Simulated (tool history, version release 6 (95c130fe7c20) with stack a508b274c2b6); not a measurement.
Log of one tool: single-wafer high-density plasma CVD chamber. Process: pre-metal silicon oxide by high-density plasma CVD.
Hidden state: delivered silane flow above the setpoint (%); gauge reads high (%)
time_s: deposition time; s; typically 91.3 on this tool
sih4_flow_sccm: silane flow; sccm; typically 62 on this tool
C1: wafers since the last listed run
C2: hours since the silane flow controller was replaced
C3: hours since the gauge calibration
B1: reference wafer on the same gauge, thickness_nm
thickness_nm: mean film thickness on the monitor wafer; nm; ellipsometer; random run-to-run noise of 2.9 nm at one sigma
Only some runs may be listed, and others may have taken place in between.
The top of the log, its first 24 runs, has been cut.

{"run": 25, "hour": 686.7, "time_s": 91.3, "sih4_flow_sccm": 55, "C1": 450, "C2": 4832.3, "C3": 731.1, "B1": 488.605, "thickness_nm": 458.655}
{"run": 26, "hour": 698.7, "time_s": 106.1, "sih4_flow_sccm": 56, "C1": 238, "C2": 4844.3, "C3": 743.1, "B1": 488.421, "thickness_nm": 536.835}
{"hour": 712.5, "done": "gauge calibrated"}
{"run": 27, "hour": 714.4, "time_s": 84.8, "sih4_flow_sccm": 71, "C1": 311, "C2": 4860, "C3": 1.9, "B1": 501.97, "thickness_nm": 533.016}
{"run": 28, "hour": 734.0, "time_s": 78.2, "sih4_flow_sccm": 62, "C1": 389, "C2": 4879.6, "C3": 21.5, "B1": 501.136, "thickness_nm": 440.879}
{"hour": 755.1, "done": "silane flow controller replaced"}
{"run": 29, "hour": 769.5, "time_s": 104.3, "sih4_flow_sccm": 53, "C1": 546, "C2": 14.4, "C3": 57, "B1": 499.418, "thickness_nm": 521.036}
{"run": 30, "hour": 794.6, "time_s": 73.5, "sih4_flow_sccm": 54, "C1": 498, "C2": 39.5, "C3": 82.1, "B1": 497.322, "thickness_nm": 372.737}
{"run": 31, "hour": 829.7, "time_s": 108.4, "sih4_flow_sccm": 56, "C1": 697, "C2": 74.6, "C3": 117.2, "B1": 496.243, "thickness_nm": 561.972}
{"run": 32, "hour": 861.6, "time_s": 104.4, "sih4_flow_sccm": 55, "C1": 633, "C2": 106.5, "C3": 149.1, "B1": 495.236, "thickness_nm": 537.337}
{"run": 33, "hour": 894.4, "time_s": 91.3, "sih4_flow_sccm": 62, "C1": 651, "C2": 139.3, "C3": 181.9, "B1": 493.65, "thickness_nm": 509.154}
{"run": 34, "hour": 916.7, "time_s": 104.4, "sih4_flow_sccm": 72, "C1": 442, "C2": 161.6, "C3": 204.2, "B1": 493.726, "thickness_nm": 651.529}
{"run": 35, "hour": 988.6, "time_s": 77.4, "sih4_flow_sccm": 50, "C1": 1428, "C2": 233.5, "C3": 276.1, "B1": 491.674, "thickness_nm": 368.236}
{"run": 36, "hour": 1001.5, "time_s": 74, "sih4_flow_sccm": 72, "C1": 256, "C2": 246.4, "C3": 289, "B1": 491.867, "thickness_nm": 459.214}
{"run": 37, "hour": 1018.0, "time_s": 96.5, "sih4_flow_sccm": 69, "C1": 327, "C2": 262.9, "C3": 305.5, "B1": 491.446, "thickness_nm": 579.158}
{"run": 38, "hour": 1053.3, "time_s": 73.5, "sih4_flow_sccm": 54, "C1": 701, "C2": 298.2, "C3": 340.8, "B1": 491.468, "thickness_nm": 369.956}
{"run": 39, "hour": 1068.0, "time_s": 76.9, "sih4_flow_sccm": 72, "C1": 292, "C2": 312.9, "C3": 355.5, "B1": 491.314, "thickness_nm": 472.179}
{"run": 40, "hour": 1080.6, "time_s": 104.7, "sih4_flow_sccm": 62, "C1": 250, "C2": 325.5, "C3": 368.1, "B1": 490.731, "thickness_nm": 581.732}
{"run": 41, "hour": 1106.9, "time_s": 91.3, "sih4_flow_sccm": 54, "C1": 522, "C2": 351.8, "C3": 394.4, "B1": 489.963, "thickness_nm": 458.318}
{"run": 42, "hour": 1136.9, "time_s": 73.7, "sih4_flow_sccm": 71, "C1": 595, "C2": 381.8, "C3": 424.4, "B1": 489.526, "thickness_nm": 451.816}

Predict each of these 5 candidate next runs independently; none follows another, all start after run 42:
{"run": "A", "hour": 1137.3, "time_s": 91.3, "sih4_flow_sccm": 62, "C1": 7, "C2": 382.2, "C3": 424.8, "B1": "?", "thickness_nm": "?"}
{"run": "B", "hour": 1137.3, "time_s": 104.6, "sih4_flow_sccm": 69, "C1": 7, "C2": 382.2, "C3": 424.8, "B1": "?", "thickness_nm": "?"}
{"run": "C", "hour": 1137.3, "time_s": 82.1, "sih4_flow_sccm": 58, "C1": 7, "C2": 382.2, "C3": 424.8, "B1": "?", "thickness_nm": "?"}
{"run": "D", "hour": 1137.3, "time_s": 97.8, "sih4_flow_sccm": 50, "C1": 7, "C2": 382.2, "C3": 424.8, "B1": "?", "thickness_nm": "?"}
{"run": "E", "hour": 1137.3, "time_s": 106.1, "sih4_flow_sccm": 54, "C1": 7, "C2": 382.2, "C3": 424.8, "B1": "?", "thickness_nm": "?"}

run=A B1=489.809 thickness_nm=498.04
run=B B1=489.809 thickness_nm=618.535
run=C B1=489.809 thickness_nm=426.351
run=D B1=489.809 thickness_nm=456.652
run=E B1=489.809 thickness_nm=523.196
The same runs, with their run-to-run variation unchanged, on a tool lacking any hidden condition would have given:
run=A thickness_nm=510.376
run=B thickness_nm=633.856
run=C thickness_nm=436.912
run=D thickness_nm=467.963
run=E thickness_nm=536.155

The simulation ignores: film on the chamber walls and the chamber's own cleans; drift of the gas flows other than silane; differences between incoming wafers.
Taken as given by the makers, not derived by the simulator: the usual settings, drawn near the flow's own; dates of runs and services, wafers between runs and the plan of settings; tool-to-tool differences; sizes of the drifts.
